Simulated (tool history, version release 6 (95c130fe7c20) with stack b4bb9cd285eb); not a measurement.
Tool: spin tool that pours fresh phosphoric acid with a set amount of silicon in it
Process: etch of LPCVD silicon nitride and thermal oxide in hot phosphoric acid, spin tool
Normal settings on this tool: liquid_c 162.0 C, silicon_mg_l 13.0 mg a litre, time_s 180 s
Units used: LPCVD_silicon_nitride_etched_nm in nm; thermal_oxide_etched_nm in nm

| run | hour | liquid_c | silicon_mg_l | time_s | read-back film thickness of the LPCVD silicon nitride reference wafer, read on the same gauge (nm) | read-back film thickness of the thermal oxide reference wafer, read on the same gauge (nm) | LPCVD_silicon_nitride_etched_nm | thermal_oxide_etched_nm |
|---|---|---|---|---|---|---|---|---|
| 1 | 0.0 | 165.0 | 4.0 | 180 | 80.01 | 100.008 | 23.39 | 0.685 |
| 2 | 10.6 | 163.5 | 13.0 | 245 | 80.00 | 99.985 | 29.70 | 0.779 |
| 3 | 25.9 | 162.0 | 13.0 | 180 | 80.00 | 100.000 | 20.96 | 0.539 |
| 4 | 39.2 | 162.0 | 23.5 | 180 | 80.01 | 100.021 | 21.27 | 0.418 |
| 5 | 53.1 | 162.0 | 13.0 | 180 | 80.02 | 100.006 | 21.47 | 0.500 |
| 6 | 69.9 | 164.0 | 16.5 | 105 | 79.98 | 99.986 | 13.40 | 0.303 |
| 7 | 81.3 | 160.5 | 13.0 | 85 | 80.00 | 99.978 | 9.59 | 0.256 |
| 8 | 88.8 | 162.0 | 13.0 | 285 | 79.99 | 99.991 | 33.36 | 0.789 |
|  | 90.6 | heated supply line repaired |
| 9 | 96.6 | 162.0 | 13.0 | 180 | 79.99 | 99.998 | 21.09 | 0.568 |
| 10 | 110.6 | 162.0 | 13.0 | 180 | 80.02 | 100.001 | 21.10 | 0.550 |
|  | 114.2 | dissolved silicon flow meter replaced |
| 11 | 124.6 | 161.0 | 13.0 | 130 | 79.99 | 99.987 | 14.86 | 0.382 |
|  | 128.0 | gauge calibrated |
|  | 159.3 | thermometer replaced |
| 12 | 160.1 | 165.0 | 13.0 | 180 | 80.00 | 99.985 | 21.75 | 0.614 |
| 13 | 177.2 | 162.0 | 13.0 | 245 | 80.01 | 99.992 | 26.93 | 0.576 |
| 14 | 190.8 | 160.5 | 13.0 | 85 | 80.01 | 99.993 | 8.90 | 0.183 |
| 15 | 196.9 | 160.0 | 13.0 | 180 | 80.01 | 100.011 | 18.48 | 0.413 |
| 16 | 205.5 | 162.0 | 23.0 | 125 | 80.00 | 99.996 | 13.52 | 0.216 |
| 17 | 219.2 | 163.5 | 13.0 | 250 | 80.00 | 100.010 | 28.71 | 0.653 |
| 18 | 236.8 | 162.0 | 13.0 | 135 | 80.01 | 99.989 | 14.69 | 0.300 |
| 19 | 244.8 | 162.0 | 13.0 | 180 | 80.01 | 100.009 | 19.63 | 0.427 |
| 20 | 253.3 | 164.0 | 13.0 | 180 | 79.99 | 100.012 | 21.45 | 0.574 |
| 21 | 265.0 | 162.0 | 13.0 | 180 | 80.02 | 100.002 | 20.09 | 0.463 |
| 22 | 282.8 | 162.0 | 13.0 | 180 | 80.00 | 100.008 | 19.69 | 0.440 |

Subtracting, for every run, the result it would have given without the tool's unlogged condition from the measured result gives the following. The same run-to-run variation enters both numbers; the gauge's scatter may not:
What the log doesn't record here: liquid hotter than its thermometer reads (K); dissolved silicon flow below the setpoint (%); temperature lost on the way to the wafer (K); gauge reads high (%).
| run | LPCVD_silicon_nitride_etched_nm | thermal_oxide_etched_nm |
|---|---|---|
| 1 | +1.80 | +0.111 |
| 2 | +2.32 | +0.128 |
| 3 | +1.67 | +0.091 |
| 4 | +1.71 | +0.071 |
| 5 | +1.75 | +0.086 |
| 6 | +1.10 | +0.052 |
| 7 | +0.81 | +0.045 |
| 8 | +2.81 | +0.139 |
| 9 | +1.79 | +0.101 |
| 10 | +1.81 | +0.099 |
| 11 | +1.30 | +0.070 |
| 12 | +0.16 | +0.011 |
| 13 | +0.24 | +0.012 |
| 14 | +0.09 | +0.004 |
| 15 | +0.19 | +0.009 |
| 16 | +0.15 | +0.006 |
| 17 | +0.35 | +0.018 |
| 18 | +0.20 | +0.009 |
| 19 | +0.28 | +0.014 |
| 20 | +0.31 | +0.019 |
| 21 | +0.31 | +0.016 |
| 22 | +0.34 | +0.016 |
